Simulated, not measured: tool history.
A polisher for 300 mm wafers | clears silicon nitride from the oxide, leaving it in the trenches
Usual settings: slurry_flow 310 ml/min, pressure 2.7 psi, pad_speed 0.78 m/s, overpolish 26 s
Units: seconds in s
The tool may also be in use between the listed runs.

run	day	slurry_flow	pressure	pad_speed	overpolish	wafers since the last listed run	wafers polished on this pad	hours since the slurry nozzle was cleaned	hours since the head pressure was calibrated	incoming thickness of the incoming film, nm	seconds
1	0	310	2.7	0.78	26	0	415	332.5	8.8	95.6	138.6
2	0.704	310	2.7	0.78	36	142	558	349.4	25.7	93.8	136.1
3	0.983	310	2.1	0.78	26	56	615	356.1	32.4	94.9	180.6
# day 1.583: worn pad replaced by a new one
4	1.604	310	2.7	0.78	26	92	4	371	47.3	96.2	144
5	2.233	310	2.7	0.78	26	127	132	386.1	62.4	95.4	142.8
6	2.546	310	2.7	0.78	26	63	195	393.6	69.9	96.2	143.8
7	3.242	365	2.7	0.78	26	141	336	410.3	86.6	95.8	139.3
8	3.8	365	2.7	0.78	26	113	449	423.7	100	96.3	147.1
9	4.196	365	2.7	0.78	26	80	529	433.2	109.5	93.9	139.4
10	4.842	310	2.7	0.78	26	130	660	448.7	125	97.1	148.9
# day 5.021: worn pad replaced by a new one
11	5.562	310	2.7	0.78	26	112	109	466	142.3	94.5	148.9
12	6.125	310	2.7	0.78	26	114	223	479.5	155.8	94.3	146.2
13	6.638	310	2.7	0.78	26	103	327	491.8	168.1	95	151.2
14	7.138	310	2.7	0.92	26	101	428	503.8	180.1	96.3	125.2
# day 7.25: slurry nozzle cleaned
15	7.683	310	2.7	0.68	17	102	531	10.4	193.2	94.9	173.4
16	8.317	310	2.7	0.68	17	128	659	25.6	208.4	94.9	169.2
17	8.829	310	2.7	0.68	17	103	763	37.9	220.7	93.6	166.2
18	9.238	405	2.7	0.78	34	82	846	47.7	230.5	93.7	141.8
# day 9.6: worn pad replaced by a new one
19	9.979	310	2.7	0.78	26	116	77	65.5	248.3	93.9	150.4
20	10.546	420	2.1	0.54	11	114	192	79.1	261.9	94.5	274.4
21	11.275	200	3.1	0.92	37	147	339	96.6	279.4	94.6	112

Forecast run 22:
22	11.738	310	2.7	0.78	26	93	433	107.7	290.5	93.2	?

seconds: 144.2 s
Without the tool's hidden state the same run would have given seconds 133.8 s.
